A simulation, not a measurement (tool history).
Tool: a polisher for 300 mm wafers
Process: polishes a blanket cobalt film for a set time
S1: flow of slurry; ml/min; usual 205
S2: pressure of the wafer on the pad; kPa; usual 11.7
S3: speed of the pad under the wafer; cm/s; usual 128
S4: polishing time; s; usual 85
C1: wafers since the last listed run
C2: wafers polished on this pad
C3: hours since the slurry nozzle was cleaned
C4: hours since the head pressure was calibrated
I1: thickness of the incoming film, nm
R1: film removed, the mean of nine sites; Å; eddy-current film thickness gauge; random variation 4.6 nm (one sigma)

Run 1, hour 0: usual settings but S1 180 ml/min, S4 96 s; C1 0; C2 4220; C3 389.2; C4 135.6; I1 1468.3. Result: R1 4978 Å.
At hour 6.7: slurry nozzle cleaned.
At hour 44: worn pad replaced by a new one.
Run 2, hour 102.8: usual settings but S1 180 ml/min, S4 96 s; C1 1230; C2 739; C3 96.1; C4 238.4; I1 1455.6. Result: R1 4803 Å.
Run 3, hour 183.1: usual settings but S1 180 ml/min, S4 96 s; C1 1010; C2 1749; C3 176.4; C4 318.7; I1 1473.4. Result: R1 4757 Å.
At hour 247.7: head pressure recalibrated.
Run 4, hour 273.7: usual settings but S3 112 cm/s; C1 1114; C2 2863; C3 267; C4 26; I1 1475.5. Result: R1 4018 Å.
Run 5, hour 333.8: usual settings; C1 755; C2 3619; C3 327.1; C4 86.1; I1 1476.6. Result: R1 4462 Å.
At hour 381.7: worn pad replaced by a new one.
Run 6, hour 417.2: usual settings; C1 998; C2 446; C3 410.5; C4 169.5; I1 1457.3. Result: R1 4369 Å.
At hour 467.3: slurry nozzle cleaned.
Run 7, hour 501.4: usual settings but S3 106 cm/s; C1 1046; C2 1492; C3 34.1; C4 253.7; I1 1470.5. Result: R1 3846 Å.
Run 8, hour 586: usual settings but S3 106 cm/s; C1 1064; C2 2556; C3 118.7; C4 338.3; I1 1480.4. Result: R1 3850 Å.
At hour 618.4: head pressure recalibrated.
Run 9, hour 662.7: usual settings; C1 939; C2 3496; C3 195.4; C4 44.3; I1 1461.6. Result: R1 4392 Å.
Run 10, hour 717.1: usual settings; C1 684; C2 4180; C3 249.8; C4 98.7; I1 1474.6. Result: R1 4430 Å.
At hour 725.9: worn pad replaced by a new one.
Run 11, hour 771.1: usual settings; C1 628; C2 568; C3 303.8; C4 152.7; I1 1454.4. Result: R1 4410 Å.
At hour 870.9: slurry nozzle cleaned.
At hour 988.1: head pressure recalibrated.
Run 12, hour 1026.3: usual settings but S1 235 ml/min, S2 10.3 kPa; C1 3172; C2 3740; C3 155.4; C4 38.2; I1 1455.5. Result: R1 3992 Å.
At hour 1074.6: worn pad replaced by a new one.
Run 13, hour 1093.6: usual settings but S1 140 ml/min, S4 105 s; C1 796; C2 238; C3 222.7; C4 105.5; I1 1460. Result: R1 5268 Å.
Run 14, hour 1163.7: usual settings but S1 140 ml/min, S2 9.7 kPa, S3 158 cm/s, S4 93 s; C1 881; C2 1120; C3 292.8; C4 175.6; I1 1456.4. Result: R1 4482 Å.
Run 15, hour 1234.5: usual settings; C1 890; C2 2011; C3 363.6; C4 246.4; I1 1474.7. Result: R1 4294 Å.
At hour 1345: slurry nozzle cleaned.
At hour 1378.6: head pressure recalibrated.
Run 16, hour 1435.2: usual settings but S2 13.8 kPa, S3 148 cm/s; C1 2486; C2 4498; C3 90.2; C4 56.6; I1 1457. Result: R1 5784 Å.
At hour 1502: worn pad replaced by a new one.
Run 17, hour 1530: usual settings but S1 185 ml/min, S2 15.2 kPa; C1 1142; C2 352; C3 185; C4 151.4; I1 1471.1. Result: R1 5670 Å.
Run 18, hour 1586: usual settings; C1 704; C2 1057; C3 241; C4 207.4; I1 1492. Result: R1 4350 Å.
Run 19, hour 1661: usual settings but S1 170 ml/min, S2 13.8 kPa, S3 142 cm/s; C1 943; C2 2000; C3 316; C4 282.4; I1 1453.3. Result: R1 5445 Å.
Run 20, hour 1704.7: usual settings but S2 14.5 kPa, S3 106 cm/s; C1 549; C2 2550; C3 359.7; C4 326.1; I1 1484.2. Result: R1 4656 Å.
Run 21, hour 1762.9: usual settings; C1 732; C2 3282; C3 417.9; C4 384.3; I1 1492.4. Result: R1 4310 Å.
At hour 1814.9: slurry nozzle cleaned.
At hour 1835.4: head pressure recalibrated.
Run 22, hour 1835.9: usual settings but S2 13.1 kPa, S3 116 cm/s, S4 111 s; C1 880; C2 4162; C3 21; C4 0.5; I1 1475.7. Result: R1 6022 Å.
Run 23, hour 1888: usual settings but S2 7.6 kPa, S3 108 cm/s; C1 655; C2 4818; C3 73.1; C4 52.6; I1 1466.2. Result: R1 2557 Å.
At hour 1899.9: worn pad replaced by a new one.
Run 24, hour 1975.6: usual settings but S1 165 ml/min, S2 15.9 kPa, S3 114 cm/s, S4 73 s; C1 1051; C2 951; C3 160.7; C4 140.2; I1 1442.9. Result: R1 4685 Å.

5 ways to go on from here, each from the tool as it stands after run 24. What would each give?
Run A, hour 1976.1: usual settings; C1 6; C2 958; C3 161.2; C4 140.7; I1 1482. Result: R1 ?.
Run B, hour 1976.1: usual settings but S1 255 ml/min, S2 9 kPa, S3 86 cm/s, S4 96 s; C1 6; C2 958; C3 161.2; C4 140.7; I1 1482. Result: R1 ?.
Run C, hour 1976.1: usual settings but S1 170 ml/min; C1 6; C2 958; C3 161.2; C4 140.7; I1 1482. Result: R1 ?.
Run D, hour 1976.1: usual settings but S1 175 ml/min, S3 166 cm/s; C1 6; C2 958; C3 161.2; C4 140.7; I1 1482. Result: R1 ?.
Run E, hour 1976.1: usual settings but S1 150 ml/min, S2 9 kPa; C1 6; C2 958; C3 161.2; C4 140.7; I1 1482. Result: R1 ?.

run    R1
  A  4401
  B  2950
  C  4337
  D  5278
  E  3283
Without the tool's hidden state the same runs would have given:
run    R1
  A  4437
  B  2974
  C  4372
  D  5321
  E  3310

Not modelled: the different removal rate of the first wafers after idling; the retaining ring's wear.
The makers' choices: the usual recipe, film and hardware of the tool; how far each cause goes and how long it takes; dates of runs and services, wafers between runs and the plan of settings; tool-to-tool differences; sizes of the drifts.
